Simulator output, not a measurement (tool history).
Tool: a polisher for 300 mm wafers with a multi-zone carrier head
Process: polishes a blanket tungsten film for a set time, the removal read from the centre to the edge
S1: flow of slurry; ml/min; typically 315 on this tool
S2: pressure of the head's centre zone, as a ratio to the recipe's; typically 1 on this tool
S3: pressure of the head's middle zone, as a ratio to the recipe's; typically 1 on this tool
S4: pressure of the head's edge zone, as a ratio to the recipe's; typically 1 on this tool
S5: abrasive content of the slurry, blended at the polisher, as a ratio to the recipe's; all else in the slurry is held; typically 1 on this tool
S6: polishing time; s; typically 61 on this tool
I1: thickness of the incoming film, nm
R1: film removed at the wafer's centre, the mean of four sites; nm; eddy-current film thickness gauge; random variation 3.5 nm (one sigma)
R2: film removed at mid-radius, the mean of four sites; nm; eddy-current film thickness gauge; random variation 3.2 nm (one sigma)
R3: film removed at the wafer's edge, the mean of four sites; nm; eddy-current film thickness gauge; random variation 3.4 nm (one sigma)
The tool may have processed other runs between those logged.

run   hour   S1    S2    S3    S4    S5  S6      I1     R1     R2     R3
  1      0  315     1     1     1     1  61  1168.1  269.8  261.6  264.8
        42  -- worn pad replaced by a new one
  2   42.5  315     1     1     1     1  61    1191  265.6    266  265.1
  3   54.4  315     1     1     1     1  56  1163.3  245.6  247.8  251.5
      73.4  -- carrier head's membrane replaced by a new one
  4   73.9  315     1     1     1     1  61  1181.8  268.2  266.7  262.6
  5   85.8  315  1.09  0.96     1     1  61  1164.4  287.7  258.6  265.6
  6  101.7  315     1  0.89     1     1  61  1183.4    265  247.5  266.8
  7  115.7  315     1     1  1.09     1  54  1171.6  233.9  240.1  243.5
  8  127.2  315     1     1     1     1  61  1178.8  270.8  265.7  272.5
  9  133.4  220  0.96     1  1.06  1.15  61  1158.5  262.6    270  279.6
 10  148.1  315     1   0.9  0.89     1  61  1180.5  265.2    248    254
 11  163.5  315     1     1     1     1  61  1182.8  271.1  267.6  271.9
     172.3  -- worn pad replaced by a new one
 12  174.2  315     1     1     1     1  61  1169.3    270  266.8  263.6
 13  189.9  315     1     1  1.07     1  61  1174.1  267.9  274.5  272.8
 14  201.5  315     1     1     1     1  61  1186.2  266.1  272.2  267.5
 15  216.2  315     1  1.09   0.9     1  61  1156.3  266.3  285.7  255.4
 16  226.2  315     1     1     1     1  61  1153.7  268.2  268.8  272.3
 17  239.7  315     1     1     1     1  61  1157.9  263.7  262.8  269.8
 18  246.8  315  0.95  1.09     1     1  61  1163.2  260.2  282.8  272.5
 19    257  315  0.91  0.91     1  0.75  55  1181.5  204.4  210.1  230.6
 20  265.4  315  0.93     1  1.09   0.8  61  1169.6  239.1  251.9  262.7
 21  282.7  315  0.96   0.9     1     1  61  1171.2  259.7  246.4  268.8
 22  298.8  415     1  0.89  0.95     1  61  1173.9  277.6  248.6  266.6

4 options for the next run, each taken on its own from the tool as it stands now. Forecast them:
  A  299.2  315     1    1   1     1  61  1190   ?   ?   ?
  B  299.2  315  1.06    1   1     1  56  1190   ?   ?   ?
  C  299.2  315     1  1.1   1  1.25  61  1190   ?   ?   ?
  D  299.2  315  1.09    1   1  1.15  61  1190   ?   ?   ?

run     R1     R2     R3
  A    269  265.7  269.4
  B  260.6  243.8  247.4
  C  283.3  300.9  283.2
  D  300.8  274.1  278.1
The same runs, with their run-to-run variation unchanged, on a tool lacking any hidden condition would have given:
run     R1     R2     R3
  A    269  265.7  269.4
  B  260.6  243.8  247.4
  C  283.3  300.9  283.2
  D  300.8  274.1  278.1

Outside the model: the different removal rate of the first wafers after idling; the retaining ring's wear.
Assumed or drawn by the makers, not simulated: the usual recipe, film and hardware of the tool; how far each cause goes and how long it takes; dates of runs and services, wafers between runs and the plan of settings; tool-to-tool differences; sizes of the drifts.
